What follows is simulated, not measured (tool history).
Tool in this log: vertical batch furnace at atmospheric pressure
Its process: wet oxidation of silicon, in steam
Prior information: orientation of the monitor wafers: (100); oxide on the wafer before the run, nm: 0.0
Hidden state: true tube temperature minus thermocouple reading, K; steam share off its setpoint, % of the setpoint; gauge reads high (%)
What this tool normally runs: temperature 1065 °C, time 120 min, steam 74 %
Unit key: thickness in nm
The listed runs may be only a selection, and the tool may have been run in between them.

run     day  temperature   time  steam  wafers since the last listed run  hours since the last temperature calibration  hours since the steam generator was serviced  hours since the gauge calibration  read-back reference wafer on the same gauge, thickness  thickness
  1       0         1058    120     74                                 0                                         435.4                                        3288.2                             1473.4                                                   942.3     804.77
  2   2.717         1058    120     74                               601                                         500.6                                        3353.4                             1538.6                                                  942.47     795.62
  3   4.996         1058    120     74                               504                                         555.3                                        3408.1                             1593.3                                                  941.38     801.06
      5.904  -- gauge calibrated
  4   7.012         1065    120     74                               446                                         603.7                                        3456.5                               26.6                                                  943.74     827.33
  5   9.546         1065    120     74                               561                                         664.5                                        3517.3                               87.4                                                  942.71     831.79
  6   12.15         1065     98     74                               576                                           727                                        3579.8                              149.9                                                  943.73     726.76
  7  15.938         1065     98     74                               839                                         817.9                                        3670.7                              240.8                                                  943.12      732.5
  8  19.975         1065    120     74                               894                                         914.8                                        3767.6                              337.7                                                  942.92     814.55
  9  23.983         1065    120     78                               888                                          1011                                        3863.8                              433.9                                                  942.17      848.7
 10  25.725         1065    120     64                               385                                        1052.8                                        3905.6                              475.7                                                  942.57     760.76
 11  28.662         1065    120     64                               650                                        1123.3                                        3976.1                              546.2                                                  942.01     752.56
 12  31.962         1065    120     64                               731                                        1202.5                                        4055.3                              625.4                                                  943.18     752.02
 13  35.212         1065    120     74                               720                                        1280.5                                        4133.3                              703.4                                                  942.31     820.46
     38.538  -- steam generator serviced
 14  39.588         1065    120     74                               747                                        1385.5                                          25.2                              808.4                                                  943.48     858.71
 15  42.146         1065    120     74                               566                                        1446.9                                          86.6                              869.8                                                  940.92     857.09
 16  45.712         1043    120     74                               790                                        1532.5                                         172.2                              955.4                                                  943.07     775.08
 17  49.083         1065    120     74                               746                                        1613.4                                         253.1                             1036.3                                                  941.18     857.14
 18  53.283         1065    105     80                               930                                        1714.2                                         353.9                             1137.1                                                  943.12     831.99
 19  56.842         1065  157.5     80                               788                                        1799.6                                         439.3                             1222.5                                                  942.71    1045.17
      58.85  -- gauge calibrated
 20  59.204         1056   73.5     77                               523                                        1856.3                                           496                                8.5                                                  941.84     630.64
 21  60.788         1065    120     69                               350                                        1894.3                                           534                               46.5                                                  943.74     825.13
 22  63.442         1065     98     74                               588                                          1958                                         597.7                              110.2                                                  943.25     762.25
     64.696  -- thermocouples replaced and temperature profile calibrated
 23    66.5         1065    120     74                               456                                          43.3                                         671.1                              183.6                                                   942.7     834.68
 24  69.888         1073    120     74                               750                                         124.6                                         752.4                              264.9                                                  943.32     873.75
 25  74.317         1042   60.5     63                               981                                         230.9                                         858.7                              371.2                                                  942.96     451.52
 26  78.608         1065   63.5     74                               950                                         333.9                                         961.7                              474.2                                                  942.52     583.15
 27  81.179         1065  151.5     74                               569                                         395.6                                        1023.4                              535.9                                                   943.1     972.61
 28  83.346         1065  156.5     63                               480                                         447.6                                        1075.4                              587.9                                                  941.89     898.91
 29  87.733         1056   73.5     77                               972                                         552.9                                        1180.7                              693.2                                                  942.34     632.18
 30  89.971         1046    155     82                               495                                         606.6                                        1234.4                              746.9                                                  943.08     957.72
 31  93.071         1065    120     77                               686                                           681                                        1308.8                              821.3                                                  942.31     864.88

5 ways to go on from here, each from the tool as it stands after run 31. What would each give?
  A  93.338         1065  156.5     74                                59                                         687.4                                        1315.2                              827.7                                                       ?          ?
  B  93.338         1075   96.5     84                                59                                         687.4                                        1315.2                              827.7                                                       ?          ?
  C  93.338         1074    120     74                                59                                         687.4                                        1315.2                              827.7                                                       ?          ?
  D  93.338         1048     91     77                                59                                         687.4                                        1315.2                              827.7                                                       ?          ?
  E  93.338         1077    120     74                                59                                         687.4                                        1315.2                              827.7                                                       ?          ?

run  read-back reference wafer on the same gauge, thickness  thickness
  A                                                  942.95     983.23
  B                                                  942.95     838.01
  C                                                  942.95     878.56
  D                                                  942.95     681.98
  E                                                  942.95     889.09
Stripped of hidden state, with their random variation kept, the same runs would have yielded:
run  thickness
  A     980.02
  B      835.3
  C     875.81
  D     678.18
  E     886.55
